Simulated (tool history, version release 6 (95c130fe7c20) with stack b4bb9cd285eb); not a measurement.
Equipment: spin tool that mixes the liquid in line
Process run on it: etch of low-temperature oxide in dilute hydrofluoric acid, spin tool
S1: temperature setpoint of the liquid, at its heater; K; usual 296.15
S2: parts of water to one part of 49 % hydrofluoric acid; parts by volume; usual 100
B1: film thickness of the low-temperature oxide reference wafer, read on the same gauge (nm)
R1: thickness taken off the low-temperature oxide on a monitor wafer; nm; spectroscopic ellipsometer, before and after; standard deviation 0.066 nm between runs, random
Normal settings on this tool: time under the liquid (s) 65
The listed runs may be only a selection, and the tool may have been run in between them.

Run 1, hour 0: usual settings but S1 299.15 K, time under the liquid (s) 55; B1 70.02. Result: R1 9.23 nm.
Run 2, hour 8.5: usual settings but S1 299.15 K, time under the liquid (s) 55; B1 70.03. Result: R1 9.3 nm.
Run 3, hour 19.4: usual settings but S1 298.15 K, time under the liquid (s) 95; B1 69.99. Result: R1 15.52 nm.
Run 4, hour 26.4: usual settings but time under the liquid (s) 95; B1 70. Result: R1 14.28 nm.
Run 5, hour 37.8: usual settings but time under the liquid (s) 95; B1 70.01. Result: R1 14.21 nm.
Run 6, hour 46.1: usual settings; B1 69.99. Result: R1 9.69 nm.
Run 7, hour 53.9: usual settings; B1 69.97. Result: R1 9.8 nm.
Run 8, hour 71.3: usual settings; B1 70.04. Result: R1 9.7 nm.
Run 9, hour 86.2: usual settings; B1 70.01. Result: R1 9.74 nm.
Run 10, hour 93: usual settings; B1 70. Result: R1 9.67 nm.
Run 11, hour 108.7: usual settings; B1 70. Result: R1 9.68 nm.
At hour 110.8: hydrofluoric acid flow meter replaced.
At hour 114.3: thermometer replaced.
Run 12, hour 126.1: usual settings; B1 69.99. Result: R1 10.52 nm.
Run 13, hour 142.5: usual settings but S1 298.65 K; B1 70.04. Result: R1 11.76 nm.
Run 14, hour 156.1: usual settings but S1 297.15 K; B1 70. Result: R1 11.14 nm.
Run 15, hour 173.3: usual settings; B1 70.06. Result: R1 10.54 nm.
Run 16, hour 190.9: usual settings; B1 69.98. Result: R1 10.37 nm.
Run 17, hour 208.5: usual settings; B1 70.03. Result: R1 10.43 nm.
Run 18, hour 219.9: usual settings but S1 300.65 K, S2 50 parts by volume, time under the liquid (s) 45; B1 69.98. Result: R1 18.44 nm.
Run 19, hour 229: usual settings but S1 299.65 K, time under the liquid (s) 95; B1 70. Result: R1 17.32 nm.
Run 20, hour 237.8: usual settings but S1 291.65 K; B1 69.97. Result: R1 8.64 nm.
Run 21, hour 244.7: usual settings; B1 69.97. Result: R1 10.49 nm.
Run 22, hour 261.2: usual settings; B1 70. Result: R1 10.49 nm.
Run 23, hour 273.3: usual settings but S1 298.65 K, S2 125 parts by volume, time under the liquid (s) 75; B1 70.01. Result: R1 10.2 nm.
Run 24, hour 283.2: usual settings; B1 69.99. Result: R1 10.35 nm.
Run 25, hour 289.9: usual settings but S1 293.65 K, S2 130 parts by volume, time under the liquid (s) 85; B1 69.94. Result: R1 9.02 nm.
Run 26, hour 297: usual settings but S1 297.65 K, S2 120 parts by volume; B1 69.99. Result: R1 8.9 nm.
Run 27, hour 305: usual settings but S2 145 parts by volume, time under the liquid (s) 50; B1 70.06. Result: R1 5.18 nm.
At hour 306.9: gauge calibrated.
Run 28, hour 321.4: usual settings but S1 293.65 K, S2 145 parts by volume, time under the liquid (s) 100; B1 70.01. Result: R1 9.28 nm.
Run 29, hour 334.8: usual settings but S1 300.15 K, S2 80 parts by volume, time under the liquid (s) 35; B1 70.04. Result: R1 8.23 nm.
Run 30, hour 345.7: usual settings but S1 298.15 K; B1 70.05. Result: R1 11.05 nm.
Run 31, hour 363: usual settings but S1 291.65 K, time under the liquid (s) 30; B1 70.02. Result: R1 3.89 nm.
Run 32, hour 372.3: usual settings; B1 70.04. Result: R1 10.23 nm.
Run 33, hour 387.6: usual settings but S1 293.15 K, S2 60 parts by volume, time under the liquid (s) 90; B1 69.97. Result: R1 21.61 nm.
Run 34, hour 394.1: usual settings but S1 294.65 K, S2 70 parts by volume, time under the liquid (s) 95; B1 69.98. Result: R1 20.63 nm.

How would selected steps in R1 from run to run divide? Give the signed amount a tool lacking its hidden state would still show from settings, what came in and random variation, and the signed amount left for the hidden state, including any gauge scatter that is not in both of the compared results.
Hidden state present: liquid colder than its thermometer reads (K); hydrofluoric acid flow above the setpoint (%); gauge reads high (%).
Run 2 -> 3: S1 299.15 -> 298.15, time under the liquid (s) 55 -> 95. R1 +6.22 nm: hidden state -0.64, all else +6.86.
Run 11 -> 12: hydrofluoric acid flow meter replaced, thermometer replaced. R1 +0.84 nm: hidden state +0.98, all else -0.14.
Run 17 -> 18: S1 296.15 -> 300.65, S2 100 -> 50, time under the liquid (s) 65 -> 45. R1 +8.01 nm: hidden state -0.28, all else +8.29.
Run 19 -> 20: S1 299.65 -> 291.65, time under the liquid (s) 95 -> 65. R1 -8.68 nm: hidden state +0.25, all else -8.93.
Run 32 -> 33: S1 296.15 -> 293.15, S2 100 -> 60, time under the liquid (s) 65 -> 90. R1 +11.38 nm: hidden state -0.8, all else +12.18.
